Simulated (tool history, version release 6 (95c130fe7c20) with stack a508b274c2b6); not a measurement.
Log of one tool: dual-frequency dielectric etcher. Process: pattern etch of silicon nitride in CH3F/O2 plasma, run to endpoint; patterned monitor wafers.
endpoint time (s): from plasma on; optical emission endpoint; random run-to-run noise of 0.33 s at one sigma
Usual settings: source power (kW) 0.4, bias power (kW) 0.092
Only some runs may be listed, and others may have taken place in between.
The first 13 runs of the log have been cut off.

run,day,source power (kW),bias power (kW),wafers since the last listed run,hours since the last wet clean,hours since the last source power generator calibration,hours since the last bias power generator calibration,hours since the last upper electrode change,"incoming incoming film thickness, nm",endpoint time (s)
# day 23.733: bias power generator calibrated
14,24.988,0.4,0.092,468,132.5,482.6,30.1,4605.2,99.8,111.9
15,27.642,0.4,0.092,521,196.2,546.3,93.8,4668.9,100.4,112.7
16,29.55,0.4,0.102,374,242,592.1,139.6,4714.7,99.3,110
# day 30.979: upper electrode replaced
17,31,0.4,0.08,88,276.8,626.9,174.4,0.5,100.5,118.4
18,33.329,0.4,0.107,457,332.7,682.8,230.3,56.4,99.6,108.2
19,35.062,0.47,0.086,340,374.3,724.4,271.9,98,100.8,110.7
20,36.217,0.32,0.076,226,402,752.1,299.6,125.7,100.1,128.2
# day 37.433: wet clean of the chamber
21,38.546,0.4,0.103,261,26.7,808,355.5,181.6,99.2,107.7
22,40.108,0.4,0.092,306,64.2,845.5,393,219.1,99.6,111.4
23,42.233,0.32,0.084,417,115.2,896.5,444,270.1,100.9,124.8
24,45.079,0.4,0.092,558,183.5,964.8,512.3,338.4,99.9,112.6
25,46.275,0.36,0.098,234,212.2,993.5,541,367.1,100.7,115.6
26,48.092,0.3,0.107,356,255.8,1037.1,584.6,410.7,99.9,118.5
27,49.383,0.4,0.092,253,286.8,1068.1,615.6,441.7,100.3,114.1
28,51.496,0.47,0.105,414,337.5,1118.8,666.3,492.4,99.5,104.3
29,53.967,0.37,0.071,485,396.8,1178.1,725.6,551.7,99.3,124
# day 57.288: wet clean of the chamber
30,57.308,0.37,0.078,459,0.5,1258.3,805.8,631.9,100.3,119
31,59.25,0.4,0.092,381,47.1,1304.9,852.4,678.5,100.2,111.6
32,62.175,0.4,0.092,574,117.3,1375.1,922.6,748.7,100.7,112.3
33,64.204,0.47,0.113,398,166,1423.8,971.3,797.4,100.4,100.9
34,65.7,0.4,0.092,293,201.9,1459.7,1007.2,833.3,99.5,112.3
35,68.104,0.32,0.082,472,259.6,1517.4,1064.9,891,100.4,124.4

4 ways to go on from here, each from the tool as it stands after run 35. What would each give?
A,68.125,0.4,0.092,4,260.1,1517.9,1065.4,891.5,100,?
B,68.125,0.45,0.092,4,260.1,1517.9,1065.4,891.5,100,?
C,68.125,0.45,0.082,4,260.1,1517.9,1065.4,891.5,100,?
D,68.125,0.32,0.103,4,260.1,1517.9,1065.4,891.5,100,?

run,endpoint time (s)
A,113
B,108.9
C,112.2
D,117.3
Take away the tool's hidden state, keep each run's random variation, and the runs would have read:
run,endpoint time (s)
A,112
B,107.9
C,111.1
D,116.2
